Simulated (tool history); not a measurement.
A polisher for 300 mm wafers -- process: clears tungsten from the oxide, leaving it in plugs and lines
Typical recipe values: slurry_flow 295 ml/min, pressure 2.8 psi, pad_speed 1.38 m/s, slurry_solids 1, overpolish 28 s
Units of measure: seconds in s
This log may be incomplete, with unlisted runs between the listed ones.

run	hour	slurry_flow	pressure	pad_speed	slurry_solids	overpolish	wafers since the last listed run	wafers polished on this pad	hours since the slurry nozzle was cleaned	hours since the head pressure was calibrated	hours since the slurry blender was calibrated	hours since the slurry got fresh peroxide	incoming thickness of the incoming film, nm	seconds
1	0	370	2.8	1.38	1	28	0	1239	734.8	62.7	428.7	348.4	405.7	74.7
# hour 54.5: slurry blender recalibrated
2	81.8	370	2.8	1.38	1	28	631	1870	816.6	144.5	27.3	430.2	417.3	72.8
# hour 168.2: slurry nozzle cleaned
3	174.9	370	2.8	1.38	1	28	728	2598	6.7	237.6	120.4	523.3	407	68.2
# hour 264.4: slurry tank refilled with fresh slurry and peroxide
4	282	295	2.8	1.38	1.25	28	839	3438	113.8	344.7	227.5	17.6	413.5	64.6
# hour 323.5: worn pad replaced by a new one
# hour 413.5: head pressure recalibrated
5	584	295	2.8	1.38	1.25	28	2341	2044	415.8	170.5	529.5	319.6	402.2	68.8
# hour 636.8: slurry blender recalibrated
6	731.2	295	2.8	1.38	1.25	28	1148	3193	563	317.7	94.4	466.8	419.4	68.3
# hour 781.8: slurry tank refilled with fresh slurry and peroxide
# hour 818: worn pad replaced by a new one
7	822.3	295	2.8	1.38	1	28	681	34	654.1	408.8	185.5	40.5	403.8	68.9
# hour 899.1: head pressure recalibrated
8	899.6	295	2.8	1.38	1	28	595	629	731.4	0.5	262.8	117.8	416.7	79.5
9	952.9	295	3.4	1.38	1	16	421	1051	784.7	53.8	316.1	171.1	412.7	64.1
10	1040	295	3.4	1.38	1	16	689	1740	871.8	140.9	403.2	258.2	408.1	62.4
11	1079.6	295	2.8	1.38	1.15	28	313	2053	911.4	180.5	442.8	297.8	402.4	71.1
# hour 1109.4: slurry nozzle cleaned
12	1149.1	260	2.8	1.38	0.75	28	541	2595	39.7	250	512.3	367.3	411.8	77.6
13	1207.9	295	2.8	1.38	1.15	20	465	3061	98.5	308.8	571.1	426.1	407.3	66.4
# hour 1211.2: slurry blender recalibrated
14	1286.9	295	3.4	1.38	1	16	609	3670	177.5	387.8	75.7	505.1	402.1	56.7
15	1327.1	295	3.7	1.38	1	28	318	3988	217.7	428	115.9	545.3	415.5	53.1
# hour 1378.4: worn pad replaced by a new one
16	1396.8	295	2	1.12	1	12	519	145	287.4	497.7	185.6	615	408.9	114.4
# hour 1409.2: head pressure recalibrated
# hour 1411.2: slurry tank refilled with fresh slurry and peroxide
17	1447.4	340	2.8	1.38	1	28	376	521	338	38.2	236.2	36.2	410.6	74.7
18	1545.4	295	2.3	1.38	1	28	775	1297	436	136.2	334.2	134.2	403.4	87.5
19	1640.9	295	2.8	1.38	1	28	755	2052	531.5	231.7	429.7	229.7	409.9	73.6
20	1747.1	295	2.8	1.38	1	15	840	2892	637.7	337.9	535.9	335.9	404.4	70.6

Expected results for the next run?
# hour 1784.1: slurry blender recalibrated
21	1826	295	2.8	1.84	1	28	608	3501	716.6	416.8	41.9	414.8	413.8	?

Run 21 measured seconds 56.6 s.
On a tool with no hidden condition, and with the same random variation, this run would have come out at seconds 58.2 s.
